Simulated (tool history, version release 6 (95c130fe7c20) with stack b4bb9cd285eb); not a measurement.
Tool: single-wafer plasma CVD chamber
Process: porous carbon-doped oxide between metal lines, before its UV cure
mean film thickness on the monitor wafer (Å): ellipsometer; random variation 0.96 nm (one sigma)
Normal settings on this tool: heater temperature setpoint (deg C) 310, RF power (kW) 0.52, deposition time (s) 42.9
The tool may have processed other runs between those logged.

run   hour  heater temperature setpoint (deg C)  RF power (kW)  deposition time (s)  read-back reference wafer on the same gauge, thickness_nm  mean film thickness on the monitor wafer (Å)
  1      0                                  310           0.52                 42.9                                                    255.882                                       2148.08
  2    7.6                                  310           0.49                 42.9                                                    256.115                                       2092.64
  3   21.4                                  310           0.49                 42.9                                                    256.141                                       2111.01
  4   29.4                                  310           0.49                 42.9                                                    255.928                                       2085.13
  5   41.7                                  310           0.52                 42.9                                                    255.823                                       2156.12
      56.7  -- showerhead replaced
  6   57.2                                  310           0.52                 42.9                                                    256.615                                       2158.44
  7   70.7                                  322           0.52                 42.9                                                    256.122                                       2042.67
      79.4  -- gauge calibrated
  8   87.5                                  310           0.52                 39.6                                                    256.232                                       2002.22
  9   98.7                                  310           0.52                 39.6                                                    256.064                                       1998.72
 10    109                                  310           0.52                 39.6                                                    255.803                                       2007.94
 11  115.7                                  310           0.52                 42.9                                                    256.167                                       2163.49
 12  124.7                                  310           0.52                 42.9                                                    255.619                                       2170.91
 13  139.3                                  310           0.52                 42.9                                                    255.798                                       2150.97
 14  146.6                                  310           0.58                 37.9                                                     255.56                                       2016.93
 15  163.1                                  310           0.52                 42.9                                                    256.107                                       2160.01
 16  176.9                                  299           0.49                 51.4                                                    255.677                                       2669.72
 17    194                                  310          0.565                 37.2                                                    256.072                                       1978.24
 18  236.6                                  310           0.52                 42.9                                                     255.79                                       2152.06
     245.3  -- thermocouple changed; heater temperature recalibrated
 19  245.8                                  310          0.555                 49.4                                                    255.914                                       2567.89
 20  253.3                                  321          0.485                 42.9                                                     255.86                                       1965.89
 21  259.7                                  315           0.47                 37.7                                                    255.568                                       1751.65
     281.5  -- RF generator calibrated
 22    282                                  310           0.52                 42.9                                                    256.376                                       2258.68
 23  286.9                                  310           0.52                 39.6                                                    256.111                                       2076.64
 24  304.3                                  318           0.52                 49.8                                                    256.159                                       2485.88
 25  318.4                                  325          0.455                 40.5                                                    255.192                                       1834.64
 26  326.2                                  317          0.425                 42.9                                                    255.363                                       1951.03
 27    342                                  310          0.605                 42.9                                                    256.644                                       2425.16
 28  350.3                                  310          0.545                 42.9                                                    256.351                                       2297.52
 29  360.2                                  299           0.44                 50.4                                                    255.899                                       2536.28
 30    371                                  310           0.52                 42.9                                                    255.974                                        2213.6
 31  388.1                                  310           0.52                   49                                                    255.931                                       2515.16
 32  394.3                                  321            0.6                 36.4                                                    255.969                                       1946.74

Predict the results of run 33:
 33  408.1                                  310           0.52                 42.9                                                          ?                                             ?

{"run 33": {"read-back reference wafer on the same gauge, thickness_nm": 255.715, "mean film thickness on the monitor wafer (Å)": 2237.78}}
Without the tool's hidden state the same run would have given mean film thickness on the monitor wafer (Å) 2272.09.
